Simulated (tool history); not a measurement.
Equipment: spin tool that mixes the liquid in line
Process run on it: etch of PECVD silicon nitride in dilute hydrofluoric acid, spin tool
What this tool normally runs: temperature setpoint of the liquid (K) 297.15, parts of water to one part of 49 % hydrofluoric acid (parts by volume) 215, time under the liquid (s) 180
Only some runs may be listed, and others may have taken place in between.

| run | hour | temperature setpoint of the liquid (K) | parts of water to one part of 49 % hydrofluoric acid (parts by volume) | time under the liquid (s) | wafers since the last listed run | hours since the thermometer was replaced | hours since the hydrofluoric acid flow meter was replaced | hours since the gauge calibration | read-back film thickness of the PECVD silicon nitride reference wafer, read on the same gauge (nm) | thickness taken off the PECVD silicon nitride on a monitor wafer (angstrom) |
|---|---|---|---|---|---|---|---|---|---|---|
| 1 | 0.0 | 299.15 | 215 | 180 | 0 | 998.6 | 115.5 | 599.9 | 69.989 | 53.45 |
| 2 | 99.5 | 299.15 | 215 | 180 | 880 | 1098.1 | 215.0 | 699.4 | 69.967 | 53.89 |
| 3 | 189.5 | 299.15 | 215 | 180 | 796 | 1188.1 | 305.0 | 789.4 | 69.985 | 54.40 |
| 4 | 259.8 | 297.15 | 215 | 180 | 621 | 1258.4 | 375.3 | 859.7 | 69.994 | 47.83 |
| 5 | 314.0 | 297.15 | 215 | 180 | 479 | 1312.6 | 429.5 | 913.9 | 69.973 | 48.80 |
| 6 | 405.6 | 297.15 | 215 | 180 | 810 | 1404.2 | 521.1 | 1005.5 | 69.961 | 48.37 |
| 7 | 445.6 | 297.15 | 215 | 180 | 353 | 1444.2 | 561.1 | 1045.5 | 70.020 | 48.10 |
| 8 | 545.6 | 297.15 | 215 | 180 | 884 | 1544.2 | 661.1 | 1145.5 | 69.995 | 48.02 |
| 9 | 747.8 | 297.15 | 215 | 180 | 1788 | 1746.4 | 863.3 | 1347.7 | 69.971 | 49.41 |
| 10 | 788.3 | 294.65 | 215 | 180 | 358 | 1786.9 | 903.8 | 1388.2 | 70.024 | 42.07 |
| 11 | 867.3 | 294.65 | 215 | 180 | 698 | 1865.9 | 982.8 | 1467.2 | 69.982 | 41.93 |
| 12 | 934.3 | 297.15 | 125 | 110 | 592 | 1932.9 | 1049.8 | 1534.2 | 70.021 | 51.44 |
|  | 954.0 | thermometer replaced |
| 13 | 1000.7 | 297.15 | 215 | 180 | 578 | 46.7 | 1116.2 | 1600.6 | 70.002 | 49.99 |
| 14 | 1105.4 | 297.15 | 120 | 180 | 926 | 151.4 | 1220.9 | 1705.3 | 69.987 | 90.49 |
| 15 | 1188.4 | 299.65 | 145 | 235 | 734 | 234.4 | 1303.9 | 1788.3 | 69.999 | 114.40 |
| 16 | 1228.7 | 301.15 | 295 | 90 | 356 | 274.7 | 1344.2 | 1828.6 | 69.993 | 23.33 |
|  | 1232.9 | gauge calibrated |
| 17 | 1330.6 | 297.15 | 215 | 180 | 901 | 376.6 | 1446.1 | 97.7 | 70.025 | 50.89 |
|  | 1373.0 | hydrofluoric acid flow meter replaced |
| 18 | 1406.2 | 297.15 | 215 | 180 | 659 | 452.2 | 33.2 | 173.3 | 70.025 | 47.18 |
| 19 | 1492.9 | 302.15 | 270 | 180 | 767 | 538.9 | 119.9 | 260.0 | 69.971 | 51.81 |
| 20 | 1542.3 | 297.15 | 215 | 250 | 437 | 588.3 | 169.3 | 309.4 | 69.979 | 66.22 |
| 21 | 1648.8 | 299.65 | 215 | 180 | 942 | 694.8 | 275.8 | 415.9 | 70.028 | 55.99 |
| 22 | 1718.6 | 297.15 | 215 | 180 | 617 | 764.6 | 345.6 | 485.7 | 69.984 | 48.48 |
| 23 | 1796.1 | 297.15 | 150 | 270 | 685 | 842.1 | 423.1 | 563.2 | 70.013 | 103.02 |

Same runs, no hidden state in the tool, same run-to-run variation:
Unlogged tool condition in this case: liquid hotter than its thermometer reads (K); hydrofluoric acid flow above the setpoint (%); gauge reads high (%).
| run | thickness taken off the PECVD silicon nitride on a monitor wafer (angstrom) |
|---|---|
| 1 | 52.61 |
| 2 | 52.78 |
| 3 | 53.04 |
| 4 | 46.47 |
| 5 | 47.28 |
| 6 | 46.66 |
| 7 | 46.30 |
| 8 | 46.00 |
| 9 | 46.87 |
| 10 | 39.85 |
| 11 | 39.57 |
| 12 | 48.35 |
| 13 | 46.83 |
| 14 | 84.35 |
| 15 | 106.14 |
| 16 | 21.57 |
| 17 | 46.92 |
| 18 | 46.83 |
| 19 | 51.17 |
| 20 | 65.27 |
| 21 | 54.87 |
| 22 | 47.35 |
| 23 | 100.25 |
